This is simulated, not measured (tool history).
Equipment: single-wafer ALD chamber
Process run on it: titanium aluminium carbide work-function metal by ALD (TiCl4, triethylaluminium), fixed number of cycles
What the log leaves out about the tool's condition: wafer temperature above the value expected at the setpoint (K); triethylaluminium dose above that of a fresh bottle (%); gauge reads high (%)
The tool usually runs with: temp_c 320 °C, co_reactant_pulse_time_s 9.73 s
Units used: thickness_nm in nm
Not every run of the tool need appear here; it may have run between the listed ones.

run,hour,temp_c,co_reactant_pulse_time_s,wafers since the last listed run,hours since the last thermocouple change,hours since the last triethylaluminium bottle change,hours since the showerhead was replaced,hours since the gauge calibration,"read-back reference wafer on the same gauge, thickness_nm",thickness_nm
1,0,320,9.73,0,1600.5,1046.3,5508.8,62.6,2.441,2.103
2,7.2,320,9.73,68,1607.7,1053.5,5516,69.8,2.441,2.108
3,21.2,320,9.73,133,1621.7,1067.5,5530,83.8,2.439,2.105
4,30.5,320,12.62,88,1631,1076.8,5539.3,93.1,2.438,2.183
5,37.9,320,12.62,70,1638.4,1084.2,5546.7,100.5,2.44,2.189
6,47,320,12.62,86,1647.5,1093.3,5555.8,109.6,2.443,2.175
7,57.8,320,9.73,103,1658.3,1104.1,5566.6,120.4,2.44,2.108
8,75.2,320,9.73,166,1675.7,1121.5,5584,137.8,2.438,2.092
# hour 94.3: showerhead replaced
9,94.8,320,9.73,110,1695.3,1141.1,0.5,157.4,2.443,2.092
10,101.7,320,7.52,65,1702.2,1148,7.4,164.3,2.44,1.974
# hour 111.3: gauge calibrated
11,116.4,310,6.14,140,1716.9,1162.7,22.1,5.1,2.439,1.761
12,123.3,320,9.73,65,1723.8,1169.6,29,12,2.441,2.089
13,137.9,326,12.66,139,1738.4,1184.2,43.6,26.6,2.442,2.222
# hour 159: thermocouple changed; heater temperature recalibrated
14,159.5,327,7.39,129,0.5,1205.8,65.2,48.2,2.442,2
15,165.1,320,9.73,53,6.1,1211.4,70.8,53.8,2.438,2.073
# hour 173.8: triethylaluminium bottle replaced
16,178.9,320,7.52,55,19.9,5.1,84.6,67.6,2.441,2.111
17,191,333,13.49,115,32,17.2,96.7,79.7,2.441,2.361
18,207.6,327,8.58,158,48.6,33.8,113.3,96.3,2.44,2.221
19,240,313,6.72,309,81,66.2,145.7,128.7,2.442,2.008

Consider 3 possible next runs. They are alternatives, not a sequence: every one starts from the tool as it was left by run 19. What does each give?
A,240.4,320,7.88,3,81.4,66.6,146.1,129.1,?,?
B,240.4,320,11.39,3,81.4,66.6,146.1,129.1,?,?
C,240.4,320,12.46,3,81.4,66.6,146.1,129.1,?,?

run,"read-back reference wafer on the same gauge, thickness_nm",thickness_nm
A,2.44,2.12
B,2.44,2.213
C,2.44,2.227
With the hidden condition removed and each run's random variation left untouched, the same runs would have given:
run,thickness_nm
A,2.122
B,2.214
C,2.227
